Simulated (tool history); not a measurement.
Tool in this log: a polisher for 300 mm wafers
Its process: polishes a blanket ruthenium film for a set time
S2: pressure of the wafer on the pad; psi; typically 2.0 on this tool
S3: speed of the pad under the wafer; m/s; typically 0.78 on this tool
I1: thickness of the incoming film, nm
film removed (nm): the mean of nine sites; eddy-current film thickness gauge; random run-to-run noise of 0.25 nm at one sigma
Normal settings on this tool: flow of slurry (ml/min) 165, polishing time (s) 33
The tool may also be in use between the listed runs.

{"run": 1, "hour": 0.0, "flow of slurry (ml/min)": 165, "S2": 2.0, "S3": 0.78, "polishing time (s)": 33, "I1": 596.1, "film removed (nm)": 32.6}
{"run": 2, "hour": 7.6, "flow of slurry (ml/min)": 165, "S2": 2.0, "S3": 0.78, "polishing time (s)": 33, "I1": 597.0, "film removed (nm)": 32.8}
{"run": 3, "hour": 22.6, "flow of slurry (ml/min)": 165, "S2": 2.0, "S3": 0.78, "polishing time (s)": 33, "I1": 594.6, "film removed (nm)": 32.8}
{"run": 4, "hour": 29.4, "flow of slurry (ml/min)": 165, "S2": 2.0, "S3": 0.78, "polishing time (s)": 24, "I1": 598.0, "film removed (nm)": 23.7}
{"hour": 40.0, "done": "worn pad replaced by a new one"}
{"run": 5, "hour": 41.4, "flow of slurry (ml/min)": 165, "S2": 2.0, "S3": 0.78, "polishing time (s)": 33, "I1": 596.8, "film removed (nm)": 32.4}
{"run": 6, "hour": 51.9, "flow of slurry (ml/min)": 165, "S2": 1.8, "S3": 0.78, "polishing time (s)": 33, "I1": 596.4, "film removed (nm)": 29.4}
{"run": 7, "hour": 59.4, "flow of slurry (ml/min)": 185, "S2": 2.0, "S3": 0.68, "polishing time (s)": 33, "I1": 601.9, "film removed (nm)": 29.0}
{"run": 8, "hour": 73.2, "flow of slurry (ml/min)": 185, "S2": 2.0, "S3": 0.68, "polishing time (s)": 33, "I1": 598.2, "film removed (nm)": 28.5}
{"run": 9, "hour": 79.3, "flow of slurry (ml/min)": 165, "S2": 2.0, "S3": 0.66, "polishing time (s)": 33, "I1": 593.7, "film removed (nm)": 27.4}
{"run": 10, "hour": 93.8, "flow of slurry (ml/min)": 165, "S2": 2.0, "S3": 0.66, "polishing time (s)": 33, "I1": 595.1, "film removed (nm)": 27.5}
{"hour": 139.8, "done": "worn pad replaced by a new one"}
{"run": 11, "hour": 142.0, "flow of slurry (ml/min)": 165, "S2": 2.0, "S3": 0.78, "polishing time (s)": 33, "I1": 595.7, "film removed (nm)": 32.2}
{"run": 12, "hour": 152.4, "flow of slurry (ml/min)": 165, "S2": 2.0, "S3": 0.58, "polishing time (s)": 29, "I1": 599.9, "film removed (nm)": 21.0}
{"run": 13, "hour": 162.6, "flow of slurry (ml/min)": 165, "S2": 2.0, "S3": 0.58, "polishing time (s)": 29, "I1": 601.4, "film removed (nm)": 20.7}
{"hour": 180.9, "done": "head pressure recalibrated"}
{"run": 14, "hour": 181.4, "flow of slurry (ml/min)": 165, "S2": 2.5, "S3": 0.78, "polishing time (s)": 33, "I1": 598.5, "film removed (nm)": 39.0}
{"run": 15, "hour": 209.8, "flow of slurry (ml/min)": 165, "S2": 2.0, "S3": 0.78, "polishing time (s)": 33, "I1": 597.5, "film removed (nm)": 31.5}
{"hour": 215.9, "done": "slurry nozzle cleaned"}
{"run": 16, "hour": 221.5, "flow of slurry (ml/min)": 125, "S2": 2.0, "S3": 0.78, "polishing time (s)": 42, "I1": 603.8, "film removed (nm)": 41.2}
{"run": 17, "hour": 234.2, "flow of slurry (ml/min)": 145, "S2": 2.0, "S3": 0.78, "polishing time (s)": 33, "I1": 588.8, "film removed (nm)": 33.1}
{"run": 18, "hour": 245.3, "flow of slurry (ml/min)": 110, "S2": 1.6, "S3": 0.78, "polishing time (s)": 33, "I1": 599.5, "film removed (nm)": 26.2}
{"hour": 252.9, "done": "worn pad replaced by a new one, of another model than before"}
{"run": 19, "hour": 256.9, "flow of slurry (ml/min)": 165, "S2": 1.6, "S3": 1.04, "polishing time (s)": 33, "I1": 591.6, "film removed (nm)": 35.0}
{"run": 20, "hour": 268.6, "flow of slurry (ml/min)": 150, "S2": 2.0, "S3": 0.98, "polishing time (s)": 33, "I1": 590.9, "film removed (nm)": 37.4}
{"run": 21, "hour": 277.8, "flow of slurry (ml/min)": 190, "S2": 1.6, "S3": 0.78, "polishing time (s)": 33, "I1": 598.4, "film removed (nm)": 30.2}
{"run": 22, "hour": 294.5, "flow of slurry (ml/min)": 165, "S2": 2.0, "S3": 0.66, "polishing time (s)": 33, "I1": 597.4, "film removed (nm)": 30.3}
{"run": 23, "hour": 309.6, "flow of slurry (ml/min)": 165, "S2": 1.3, "S3": 0.78, "polishing time (s)": 33, "I1": 608.4, "film removed (nm)": 26.6}
{"run": 24, "hour": 316.6, "flow of slurry (ml/min)": 165, "S2": 2.0, "S3": 0.78, "polishing time (s)": 33, "I1": 603.9, "film removed (nm)": 33.2}
{"run": 25, "hour": 331.9, "flow of slurry (ml/min)": 130, "S2": 1.8, "S3": 0.78, "polishing time (s)": 33, "I1": 601.4, "film removed (nm)": 28.8}
{"run": 26, "hour": 340.4, "flow of slurry (ml/min)": 165, "S2": 2.0, "S3": 0.58, "polishing time (s)": 29, "I1": 599.3, "film removed (nm)": 24.5}

Predict the results of run 27:
{"run": 27, "hour": 351.6, "flow of slurry (ml/min)": 165, "S2": 1.6, "S3": 0.92, "polishing time (s)": 41, "I1": 587.1, "film removed (nm)": "?"}

{"run 27": {"film removed (nm)": 40.2}}
With no hidden state in the tool, this same run would have given film removed (nm) 41.8.
